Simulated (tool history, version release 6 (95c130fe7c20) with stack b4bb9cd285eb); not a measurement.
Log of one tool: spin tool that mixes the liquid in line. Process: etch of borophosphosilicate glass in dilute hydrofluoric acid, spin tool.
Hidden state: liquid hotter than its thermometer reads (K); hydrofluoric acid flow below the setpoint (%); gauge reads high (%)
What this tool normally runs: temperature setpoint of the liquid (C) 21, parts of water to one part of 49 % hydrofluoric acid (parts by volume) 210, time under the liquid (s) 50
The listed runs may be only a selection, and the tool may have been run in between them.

run,hour,temperature setpoint of the liquid (C),parts of water to one part of 49 % hydrofluoric acid (parts by volume),time under the liquid (s),wafers since the last listed run,hours since the thermometer was replaced,hours since the hydrofluoric acid flow meter was replaced,hours since the gauge calibration,"read-back film thickness of the borophosphosilicate glass reference wafer, read on the same gauge (nm)",thickness taken off the borophosphosilicate glass on a monitor wafer (angstrom)
1,0,21,175,35,0,311.5,258.8,1249.3,100.01,82.4
2,41.2,21,175,35,691,352.7,300,1290.5,100.02,81.5
3,74.3,21,210,30,555,385.8,333.1,1323.6,99.97,57.6
4,110.5,21,210,50,607,422,369.3,1359.8,99.99,95.8
5,142.8,21,210,50,542,454.3,401.6,1392.1,99.98,94.6
6,176.4,21,210,50,564,487.9,435.2,1425.7,100.01,95
7,208,21,210,50,530,519.5,466.8,1457.3,100.02,95.6
8,234.3,21,210,50,441,545.8,493.1,1483.6,100.03,95.9
9,277.7,21,210,50,728,589.2,536.5,1527,100,95.9
# hour 285.4: thermometer replaced
10,302.5,21,210,50,399,17.1,561.3,1551.8,100,91.5
11,356.4,21,210,50,904,71,615.2,1605.7,100,91.3
12,424,21,210,50,1134,138.6,682.8,1673.3,100.02,92.5
13,481.8,21,120,50,970,196.4,740.6,1731.1,99.96,178.1
14,524.8,21,210,50,721,239.4,783.6,1774.1,100.05,94.2
15,562.8,21,210,50,637,277.4,821.6,1812.1,100.03,92.2
16,599.6,24,135,35,617,314.2,858.4,1848.9,100.01,123.4
17,652.8,24,175,25,893,367.4,911.6,1902.1,100.01,65.7
# hour 675.8: hydrofluoric acid flow meter replaced
18,713.1,22.5,160,50,995,427.7,37.3,1962.4,100.01,143.1
19,776.5,24.5,285,30,1064,491.1,100.7,2025.8,100.01,45.4
20,822.3,21,210,50,768,536.9,146.5,2071.6,100,97.6
21,879.4,25,290,50,958,594,203.6,2128.7,99.98,75.2
# hour 885.1: thermometer replaced
22,936.5,21,175,35,941,51.4,260.7,2185.8,99.97,80
# hour 976.8: gauge calibrated
23,999.4,17.5,210,50,1055,114.3,323.6,22.6,100.02,81.5
24,1067.9,21,210,50,1149,182.8,392.1,91.1,99.99,92.1
25,1134.6,21,210,50,1119,249.5,458.8,157.8,99.95,93.7
26,1200.2,25,210,25,1101,315.1,524.4,223.4,99.98,54.3
27,1254.6,17.5,120,75,913,369.5,578.8,277.8,100.02,236.1
28,1290.6,21,210,50,604,405.5,614.8,313.8,100.03,96.5
29,1350.5,18.5,255,50,1005,465.4,674.7,373.7,99.99,68.4
30,1392.7,21,110,50,708,507.6,716.9,415.9,100.07,202.5
31,1450,24,295,75,961,564.9,774.2,473.2,100.02,103.8

Alternative continuations, all from the tool just after run 31; predict every row:
A,1450.4,21,210,50,6,565.3,774.6,473.6,?,?
B,1450.4,21,210,75,6,565.3,774.6,473.6,?,?
C,1450.4,17,170,25,6,565.3,774.6,473.6,?,?
D,1450.4,21,275,35,6,565.3,774.6,473.6,?,?
E,1450.4,21,275,65,6,565.3,774.6,473.6,?,?

run,"read-back film thickness of the borophosphosilicate glass reference wafer, read on the same gauge (nm)",thickness taken off the borophosphosilicate glass on a monitor wafer (angstrom)
A,100,95.7
B,100,143.5
C,100,52.8
D,100,47.9
E,100,88.9
Stripped of hidden state, with their random variation kept, the same runs would have yielded:
run,thickness taken off the borophosphosilicate glass on a monitor wafer (angstrom)
A,92.9
B,139.4
C,51
D,46.7
E,86.6

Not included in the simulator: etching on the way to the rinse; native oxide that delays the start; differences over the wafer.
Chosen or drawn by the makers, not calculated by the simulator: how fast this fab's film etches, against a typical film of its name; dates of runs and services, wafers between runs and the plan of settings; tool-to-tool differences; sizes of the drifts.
